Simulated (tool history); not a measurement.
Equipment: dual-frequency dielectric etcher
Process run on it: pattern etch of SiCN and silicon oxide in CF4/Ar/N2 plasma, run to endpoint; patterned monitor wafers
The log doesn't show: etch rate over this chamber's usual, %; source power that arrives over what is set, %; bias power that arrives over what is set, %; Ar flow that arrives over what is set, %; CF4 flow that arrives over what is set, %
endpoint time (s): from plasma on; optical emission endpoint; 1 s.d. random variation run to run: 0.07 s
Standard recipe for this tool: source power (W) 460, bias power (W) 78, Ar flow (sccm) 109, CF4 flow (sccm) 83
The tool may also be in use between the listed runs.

run   hour  source power (W)  bias power (W)  Ar flow (sccm)  CF4 flow (sccm)  wafers since the last listed run  hours since the last wet clean  hours since the last source power generator calibration  hours since the last bias power generator calibration  hours since the last Ar flow controller change  hours since the last CF4 flow controller change  hours since the last upper electrode change  incoming incoming film thickness, nm  endpoint time (s)
  1      0               460              78             109               83                                 0                             0.5                                                   4439.9                                                   4344                                          5631.3                                           2971.6                                       2169.3                                 12.33               13.5
  2   23.3               460              78             109               83                               388                            23.8                                                   4463.2                                                 4367.3                                          5654.6                                           2994.9                                       2192.6                                 12.21               13.3
  3   58.1               460              73             109               83                               579                            58.6                                                     4498                                                 4402.1                                          5689.4                                           3029.7                                       2227.4                                 12.37               13.9
  4   79.4               460              78             109               83                               354                            79.9                                                   4519.3                                                 4423.4                                          5710.7                                             3051                                       2248.7                                  12.3               13.6
  5  108.1               460              78             109               83                               477                           108.6                                                     4548                                                 4452.1                                          5739.4                                           3079.7                                       2277.4                                 12.37               13.7
  6    130               460              78             109               83                               364                           130.5                                                   4569.9                                                   4474                                          5761.3                                           3101.6                                       2299.3                                 12.32               13.6
  7  164.4               460              78             109               83                               572                           164.9                                                   4604.3                                                 4508.4                                          5795.7                                             3136                                       2333.7                                 12.42               13.7
  8  179.2               460              78             109               83                               246                           179.7                                                   4619.1                                                 4523.2                                          5810.5                                           3150.8                                       2348.5                                 12.35               13.7
     193.8  -- Ar flow controller replaced
  9  200.1               460              78             109               83                               248                           200.6                                                     4640                                                 4544.1                                             6.3                                           3171.7                                       2369.4                                 12.37               13.8
 10  218.5               460              78             109               83                               306                             219                                                   4658.4                                                 4562.5                                            24.7                                           3190.1                                       2387.8                                 12.26               13.7
     225.9  -- bias power generator calibrated
     238.1  -- source power generator calibrated
 11  243.2               460              78             109               83                               278                           243.7                                                      5.1                                                   17.3                                            49.4                                           3214.8                                       2412.5                                 12.39               13.8
 12  270.3               460              78             109               90                               451                           270.8                                                     32.2                                                   44.4                                            76.5                                           3241.9                                       2439.6                                 12.25               13.4
 13  292.3               460              78             109               83                               366                           292.8                                                     54.2                                                   66.4                                            98.5                                           3263.9                                       2461.6                                 12.37               13.9
     336.7  -- wet clean of the chamber
 14  337.2               460              78             109               72                               348                             0.5                                                     99.1                                                  111.3                                           143.4                                           3308.8                                       2506.5                                 12.34               14.7
 15  338.1               510              72             136               64                                14                             1.4                                                      100                                                  112.2                                           144.3                                           3309.7                                       2507.4                                 12.08               14.7
     376.5  -- upper electrode replaced
 16  411.2               460              60             109               83                               817                            74.5                                                    173.1                                                  185.3                                           217.4                                           3382.8                                         34.7                                 12.33               16.4
     435.7  -- CF4 flow controller replaced
       439  -- wet clean of the chamber, repeated, since the last time left the tool worse
 17  439.5               340              70             131               73                               315                             0.5                                                    201.4                                                  213.6                                           245.7                                              3.8                                           63                                 12.26               20.5
 18  461.5               570              78             124               65                               366                            22.5                                                    223.4                                                  235.6                                           267.7                                             25.8                                           85                                 12.37                 12
 19  477.2               460              78             109               83                               261                            38.2                                                    239.1                                                  251.3                                           283.4                                             41.5                                        100.7                                 12.35               13.5
 20  507.2               460              66              94               83                               499                            68.2                                                    269.1                                                  281.3                                           313.4                                             71.5                                        130.7                                  12.3               14.2
 21    530               460              78              86               83                               379                              91                                                    291.9                                                  304.1                                           336.2                                             94.3                                        153.5                                  12.4               13.1
 22  557.2               460              78             109               83                               452                           118.2                                                    319.1                                                  331.3                                           363.4                                            121.5                                        180.7                                 12.19               13.5
 23  576.6               460              78             109               83                               323                           137.6                                                    338.5                                                  350.7                                           382.8                                            140.9                                        200.1                                 12.23               13.6
 24  678.1               460              64             109               83                              1690                           239.1                                                      440                                                  452.2                                           484.3                                            242.4                                        301.6                                 12.36                 15

What the log doesn't show, run by run:
source power that arrives over what is set, %: 0 across all the runs
bias power that arrives over what is set, %: 0 across all the runs
Ar flow that arrives over what is set, %: 0 across all the runs
CF4 flow that arrives over what is set, %: 0 across all the runs
H1: etch rate over this chamber's usual, %
run       H1
  1    0.526
  2    0.284
  3  -0.0782
  4     -0.3
  5   -0.598
  6   -0.826
  7    -1.18
  8    -1.34
  9    -1.56
 10    -1.75
 11       -2
 12    -2.29
 13    -2.51
 14    -5.87
 15    -5.88
 16    -6.64
 17   0.0946
 18   -0.134
 19   -0.297
 20   -0.609
 21   -0.847
 22    -1.13
 23    -1.33
 24    -2.39
